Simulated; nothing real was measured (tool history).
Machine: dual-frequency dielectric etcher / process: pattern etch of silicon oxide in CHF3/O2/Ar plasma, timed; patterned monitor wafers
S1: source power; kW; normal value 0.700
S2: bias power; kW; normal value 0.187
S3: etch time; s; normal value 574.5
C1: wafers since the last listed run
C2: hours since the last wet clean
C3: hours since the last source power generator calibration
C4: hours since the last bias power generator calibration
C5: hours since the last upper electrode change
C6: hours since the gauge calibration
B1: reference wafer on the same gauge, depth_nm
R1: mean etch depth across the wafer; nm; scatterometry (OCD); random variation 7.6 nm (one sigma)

Run 1, hour 0.0: usual settings; C1 0; C2 36.2; C3 3243.9; C4 4342.9; C5 3053.9; C6 480.5; B1 1097.6. Result: R1 1255.4 nm.
Run 2, hour 21.2: usual settings but S2 0.166 kW; C1 68; C2 57.4; C3 3265.1; C4 4364.1; C5 3075.1; C6 501.7; B1 1101.2. Result: R1 1196.1 nm.
Run 3, hour 42.6: usual settings but S2 0.219 kW; C1 69; C2 78.8; C3 3286.5; C4 4385.5; C5 3096.5; C6 523.1; B1 1100.2. Result: R1 1315.4 nm.
Run 4, hour 67.8: usual settings but S2 0.219 kW; C1 81; C2 104.0; C3 3311.7; C4 4410.7; C5 3121.7; C6 548.3; B1 1103.2. Result: R1 1312.0 nm.
Run 5, hour 91.5: usual settings; C1 76; C2 127.7; C3 3335.4; C4 4434.4; C5 3145.4; C6 572.0; B1 1100.1. Result: R1 1220.9 nm.
Run 6, hour 119.7: usual settings; C1 91; C2 155.9; C3 3363.6; C4 4462.6; C5 3173.6; C6 600.2; B1 1102.3. Result: R1 1228.1 nm.
Run 7, hour 144.8: usual settings; C1 81; C2 181.0; C3 3388.7; C4 4487.7; C5 3198.7; C6 625.3; B1 1099.9. Result: R1 1220.7 nm.
Run 8, hour 165.0: usual settings but S2 0.221 kW, S3 685.0 s; C1 65; C2 201.2; C3 3408.9; C4 4507.9; C5 3218.9; C6 645.5; B1 1101.3. Result: R1 1549.5 nm.
Run 9, hour 196.2: usual settings; C1 101; C2 232.4; C3 3440.1; C4 4539.1; C5 3250.1; C6 676.7; B1 1100.8. Result: R1 1205.6 nm.
At hour 238.1: upper electrode replaced.
Run 10, hour 238.6: usual settings; C1 59; C2 274.8; C3 3482.5; C4 4581.5; C5 0.5; C6 719.1; B1 1099.6. Result: R1 1209.6 nm.
Run 11, hour 253.3: usual settings but S3 650.0 s; C1 47; C2 289.5; C3 3497.2; C4 4596.2; C5 15.2; C6 733.8; B1 1098.7. Result: R1 1371.8 nm.
Run 12, hour 274.9: usual settings but S3 650.0 s; C1 69; C2 311.1; C3 3518.8; C4 4617.8; C5 36.8; C6 755.4; B1 1102.3. Result: R1 1355.9 nm.
Run 13, hour 304.5: usual settings but S3 650.0 s; C1 95; C2 340.7; C3 3548.4; C4 4647.4; C5 66.4; C6 785.0; B1 1101.1. Result: R1 1362.6 nm.
At hour 350.6: gauge calibrated.
At hour 354.1: wet clean of the chamber.
Run 14, hour 354.6: usual settings; C1 84; C2 0.5; C3 3598.5; C4 4697.5; C5 116.5; C6 4.0; B1 1097.9. Result: R1 1261.7 nm.
Run 15, hour 358.8: usual settings but S3 729.5 s; C1 13; C2 4.7; C3 3602.7; C4 4701.7; C5 120.7; C6 8.2; B1 1099.4. Result: R1 1613.3 nm.
Run 16, hour 373.4: usual settings but S1 0.800 kW, S2 0.212 kW, S3 449.5 s; C1 47; C2 19.3; C3 3617.3; C4 4716.3; C5 135.3; C6 22.8; B1 1100.1. Result: R1 1058.2 nm.
Run 17, hour 399.9: usual settings; C1 85; C2 45.8; C3 3643.8; C4 4742.8; C5 161.8; C6 49.3; B1 1101.7. Result: R1 1269.0 nm.
At hour 408.4: source power generator calibrated.
Run 18, hour 425.7: usual settings but S1 0.860 kW, S2 0.156 kW, S3 728.0 s; C1 70; C2 71.6; C3 17.3; C4 4768.6; C5 187.6; C6 75.1; B1 1099.5. Result: R1 1581.9 nm.
Run 19, hour 438.3: usual settings but S1 0.620 kW, S3 519.5 s; C1 40; C2 84.2; C3 29.9; C4 4781.2; C5 200.2; C6 87.7; B1 1099.2. Result: R1 1109.6 nm.
Run 20, hour 462.2: usual settings but S1 0.580 kW, S2 0.218 kW, S3 740.5 s; C1 77; C2 108.1; C3 53.8; C4 4805.1; C5 224.1; C6 111.6; B1 1099.5. Result: R1 1630.9 nm.
Run 21, hour 493.2: usual settings; C1 100; C2 139.1; C3 84.8; C4 4836.1; C5 255.1; C6 142.6; B1 1101.2. Result: R1 1239.7 nm.
Run 22, hour 513.0: usual settings but S3 656.0 s; C1 64; C2 158.9; C3 104.6; C4 4855.9; C5 274.9; C6 162.4; B1 1100.9. Result: R1 1413.5 nm.
At hour 538.7: bias power generator calibrated.
Run 23, hour 563.5: usual settings but S1 0.650 kW, S2 0.227 kW, S3 426.5 s; C1 150; C2 209.4; C3 155.1; C4 24.8; C5 325.4; C6 212.9; B1 1098.9. Result: R1 963.7 nm.
Run 24, hour 592.5: usual settings; C1 93; C2 238.4; C3 184.1; C4 53.8; C5 354.4; C6 241.9; B1 1100.0. Result: R1 1228.3 nm.
Run 25, hour 609.8: usual settings but S2 0.147 kW; C1 56; C2 255.7; C3 201.4; C4 71.1; C5 371.7; C6 259.2; B1 1100.1. Result: R1 1134.0 nm.
Run 26, hour 625.1: usual settings but S1 0.850 kW, S3 510.0 s; C1 49; C2 271.0; C3 216.7; C4 86.4; C5 387.0; C6 274.5; B1 1102.5. Result: R1 1142.4 nm.
Run 27, hour 637.5: usual settings but S3 679.0 s; C1 40; C2 283.4; C3 229.1; C4 98.8; C5 399.4; C6 286.9; B1 1096.8. Result: R1 1441.0 nm.
Run 28, hour 669.4: usual settings but S1 0.530 kW, S2 0.149 kW; C1 103; C2 315.3; C3 261.0; C4 130.7; C5 431.3; C6 318.8; B1 1099.0. Result: R1 1056.3 nm.
At hour 703.0: wet clean of the chamber.
Run 29, hour 703.5: usual settings but S2 0.226 kW, S3 517.0 s; C1 32; C2 0.5; C3 295.1; C4 164.8; C5 465.4; C6 352.9; B1 1096.9. Result: R1 1215.1 nm.
Run 30, hour 724.9: usual settings but S1 0.880 kW, S2 0.206 kW; C1 69; C2 21.9; C3 316.5; C4 186.2; C5 486.8; C6 374.3; B1 1098.8. Result: R1 1356.6 nm.

Here are 4 independent what-if runs from the current tool condition. What would each one return?
Run A, hour 725.5: usual settings but S3 744.5 s; C1 1; C2 22.5; C3 317.1; C4 186.8; C5 487.4; C6 374.9; B1 ?. Result: R1 ?.
Run B, hour 725.5: usual settings but S1 0.750 kW; C1 1; C2 22.5; C3 317.1; C4 186.8; C5 487.4; C6 374.9; B1 ?. Result: R1 ?.
Run C, hour 725.5: usual settings but S2 0.224 kW; C1 1; C2 22.5; C3 317.1; C4 186.8; C5 487.4; C6 374.9; B1 ?. Result: R1 ?.
Run D, hour 725.5: usual settings but S1 0.630 kW, S3 720.5 s; C1 1; C2 22.5; C3 317.1; C4 186.8; C5 487.4; C6 374.9; B1 ?. Result: R1 ?.

run      B1      R1
  A  1100.2  1614.8
  B  1100.2  1265.6
  C  1100.2  1325.8
  D  1100.2  1527.4
Without the tool's hidden state the same runs would have given:
run      R1
  A  1619.0
  B  1268.9
  C  1329.2
  D  1531.4
